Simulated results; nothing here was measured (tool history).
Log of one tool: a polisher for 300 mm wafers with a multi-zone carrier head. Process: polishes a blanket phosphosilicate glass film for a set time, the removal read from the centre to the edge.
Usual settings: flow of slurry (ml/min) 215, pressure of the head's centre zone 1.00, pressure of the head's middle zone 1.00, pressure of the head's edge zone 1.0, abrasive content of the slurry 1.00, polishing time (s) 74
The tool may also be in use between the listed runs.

run   hour  flow of slurry (ml/min)  pressure of the head's centre zone  pressure of the head's middle zone  pressure of the head's edge zone  abrasive content of the slurry  polishing time (s)  wafers since the last listed run  wafers polished on this pad  hours since the slurry nozzle was cleaned  hours since the centre zone pressure was calibrated  hours since the edge zone pressure was calibrated  hours since the carrier head's membrane was replaced  incoming thickness of the incoming film, nm  film removed at the wafer's centre (nm)  film removed at mid-radius (nm)  film removed at the wafer's edge (nm)
  1    0.0                      215                                1.00                                1.00                               1.0                            1.00                  74                                 0                          475                                      235.9                                                240.5                                              137.8                                                 194.3                                       4424.4                                    398.9                            405.0                                  419.7
      37.2  -- slurry nozzle cleaned, repeated, since the last time left the tool worse
  2   50.4                      215                                1.00                                1.00                               1.0                            1.00                  74                               507                          983                                       13.2                                                290.9                                              188.2                                                 244.7                                       4485.8                                    449.0                            441.2                                  444.2
  3   76.8                      215                                1.00                                1.00                               1.0                            1.00                  74                               271                         1255                                       39.6                                                317.3                                              214.6                                                 271.1                                       4388.1                                    444.3                            440.5                                  448.7
  4  117.3                      215                                1.00                                1.00                               1.0                            1.00                  74                               416                         1671                                       80.1                                                357.8                                              255.1                                                 311.6                                       4455.7                                    453.1                            437.0                                  444.6
  5  152.8                      215                                1.00                                1.00                               1.0                            1.00                  74                               365                         2036                                      115.6                                                393.3                                              290.6                                                 347.1                                       4427.7                                    445.3                            436.5                                  444.4
     165.8  -- centre zone pressure recalibrated
  6  218.7                      215                                1.00                                1.00                               1.0                            1.00                  74                               657                         2694                                      181.5                                                 52.9                                              356.5                                                 413.0                                       4351.2                                    448.4                            444.9                                  442.1
     239.0  -- worn pad replaced by a new one
  7  276.6                      165                                1.00                                1.00                               1.0                            1.25                  74                               554                          386                                      239.4                                                110.8                                              414.4                                                 470.9                                       4468.6                                    479.5                            476.0                                  483.1
  8  343.9                      215                                1.00                                1.00                               1.0                            1.00                  74                               692                         1078                                      306.7                                                178.1                                              481.7                                                 538.2                                       4444.9                                    446.5                            444.2                                  439.0
  9  406.4                      215                                1.00                                1.00                               1.0                            1.00                  74                               642                         1721                                      369.2                                                240.6                                              544.2                                                 600.7                                       4399.0                                    439.9                            434.1                                  440.9
 10  444.7                      215                                1.11                                1.00                               1.0                            1.00                  74                               393                         2115                                      407.5                                                278.9                                              582.5                                                 639.0                                       4404.0                                    497.9                            434.6                                  446.6
 11  469.8                      215                                1.07                                1.00                               1.0                            1.00                  65                               258                         2373                                      432.6                                                304.0                                              607.6                                                 664.1                                       4401.4                                    425.9                            382.6                                  390.1

Run 12 comes next. What will it give?
 12  496.6                      275                                1.00                                1.09                               1.1                            1.00                  74                               275                         2649                                      459.4                                                330.8                                              634.4                                                 690.9                                       4445.3                                        ?                                ?                                      ?

film removed at the wafer's centre (nm): 453.7
film removed at mid-radius (nm): 482.2
film removed at the wafer's edge (nm): 464.7
Without the tool's hidden state the same run would have given film removed at the wafer's centre (nm) 460.2, film removed at mid-radius (nm) 488.5, film removed at the wafer's edge (nm) 469.2.

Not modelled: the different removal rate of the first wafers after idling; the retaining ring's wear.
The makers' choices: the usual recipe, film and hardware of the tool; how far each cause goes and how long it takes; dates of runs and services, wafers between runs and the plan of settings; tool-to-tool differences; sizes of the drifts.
